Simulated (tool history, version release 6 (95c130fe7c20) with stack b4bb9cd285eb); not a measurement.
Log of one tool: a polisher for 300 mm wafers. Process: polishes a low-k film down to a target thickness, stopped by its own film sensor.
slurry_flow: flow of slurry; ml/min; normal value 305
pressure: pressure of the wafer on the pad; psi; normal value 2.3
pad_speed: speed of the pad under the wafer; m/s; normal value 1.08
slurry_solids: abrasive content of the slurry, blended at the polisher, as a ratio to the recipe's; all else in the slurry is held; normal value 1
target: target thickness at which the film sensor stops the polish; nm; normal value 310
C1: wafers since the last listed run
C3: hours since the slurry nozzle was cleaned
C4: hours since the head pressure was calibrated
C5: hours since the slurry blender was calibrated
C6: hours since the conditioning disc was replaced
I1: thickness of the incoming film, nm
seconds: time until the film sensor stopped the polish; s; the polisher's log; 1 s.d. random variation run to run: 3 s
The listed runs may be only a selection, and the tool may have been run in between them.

run 1 hour=0 | slurry_flow=305 pressure=2.3 pad_speed=1.08 slurry_solids=1 target=310 | C1=0 wafers_polished_on_this_pad=2 C3=81.4 C4=46 C5=21.4 C6=171.4 | I1=383 | seconds=169.6
-- hour=67.5 conditioning disc replaced and pad reconditioned
run 2 hour=68 | slurry_flow=305 pressure=2.3 pad_speed=1.08 slurry_solids=1 target=310 | C1=322 wafers_polished_on_this_pad=324 C3=149.4 C4=114 C5=89.4 C6=0.5 | I1=375.6 | seconds=147.8
run 3 hour=91.3 | slurry_flow=305 pressure=2.3 pad_speed=1.08 slurry_solids=1 target=322 | C1=113 wafers_polished_on_this_pad=438 C3=172.7 C4=137.3 C5=112.7 C6=23.8 | I1=379.4 | seconds=130.5
run 4 hour=142.3 | slurry_flow=305 pressure=2.3 pad_speed=1.08 slurry_solids=1 target=322 | C1=248 wafers_polished_on_this_pad=687 C3=223.7 C4=188.3 C5=163.7 C6=74.8 | I1=378.2 | seconds=132
run 5 hour=187.9 | slurry_flow=305 pressure=2.3 pad_speed=1.08 slurry_solids=1 target=322 | C1=222 wafers_polished_on_this_pad=910 C3=269.3 C4=233.9 C5=209.3 C6=120.4 | I1=385.3 | seconds=142.5
-- hour=209.9 slurry blender recalibrated
run 6 hour=220.1 | slurry_flow=305 pressure=2.3 pad_speed=1.08 slurry_solids=1 target=310 | C1=147 wafers_polished_on_this_pad=1057 C3=301.5 C4=266.1 C5=10.2 C6=152.6 | I1=384.7 | seconds=175.4
-- hour=225.9 worn pad replaced by a new one
-- hour=243.4 slurry nozzle cleaned
run 7 hour=268.6 | slurry_flow=305 pressure=2.3 pad_speed=1.08 slurry_solids=1 target=310 | C1=212 wafers_polished_on_this_pad=203 C3=25.2 C4=314.6 C5=58.7 C6=201.1 | I1=380.4 | seconds=159
run 8 hour=300.2 | slurry_flow=305 pressure=2.3 pad_speed=1.08 slurry_solids=1 target=318 | C1=154 wafers_polished_on_this_pad=357 C3=56.8 C4=346.2 C5=90.3 C6=232.7 | I1=385.2 | seconds=156.3
run 9 hour=336.4 | slurry_flow=305 pressure=2.3 pad_speed=1.08 slurry_solids=1 target=318 | C1=176 wafers_polished_on_this_pad=534 C3=93 C4=382.4 C5=126.5 C6=268.9 | I1=383.8 | seconds=153.4
-- hour=358.8 conditioning disc replaced and pad reconditioned
run 10 hour=362.8 | slurry_flow=305 pressure=2.3 pad_speed=1.08 slurry_solids=1 target=318 | C1=119 wafers_polished_on_this_pad=653 C3=119.4 C4=408.8 C5=152.9 C6=4 | I1=381.3 | seconds=140.5
run 11 hour=415.4 | slurry_flow=305 pressure=2.3 pad_speed=1.08 slurry_solids=1 target=310 | C1=256 wafers_polished_on_this_pad=910 C3=172 C4=461.4 C5=205.5 C6=56.6 | I1=375.3 | seconds=153.3
-- hour=434.2 slurry blender recalibrated
-- hour=466.4 worn pad replaced by a new one
run 12 hour=483.7 | slurry_flow=305 pressure=2.3 pad_speed=1.08 slurry_solids=1 target=310 | C1=304 wafers_polished_on_this_pad=84 C3=240.3 C4=529.7 C5=49.5 C6=124.9 | I1=380.9 | seconds=163.9
run 13 hour=554.9 | slurry_flow=305 pressure=2.3 pad_speed=1.08 slurry_solids=1 target=310 | C1=347 wafers_polished_on_this_pad=432 C3=311.5 C4=600.9 C5=120.7 C6=196.1 | I1=380.9 | seconds=161.7
-- hour=594.1 slurry nozzle cleaned
run 14 hour=595.3 | slurry_flow=305 pressure=2.8 pad_speed=1.08 slurry_solids=1 target=310 | C1=192 wafers_polished_on_this_pad=624 C3=1.2 C4=641.3 C5=161.1 C6=236.5 | I1=377.3 | seconds=126.2

What will run 15 give?
-- hour=618.4 conditioning disc replaced and pad reconditioned
run 15 hour=637.2 | slurry_flow=305 pressure=2.7 pad_speed=0.74 slurry_solids=1 target=310 | C1=194 wafers_polished_on_this_pad=819 C3=43.1 C4=683.2 C5=203 C6=18.8 | I1=379.1 | seconds=?

Run 15 measured seconds 177.7 s.
With the hidden condition absent and the run-to-run variation left alone, this run would have shown seconds 177.7 s.
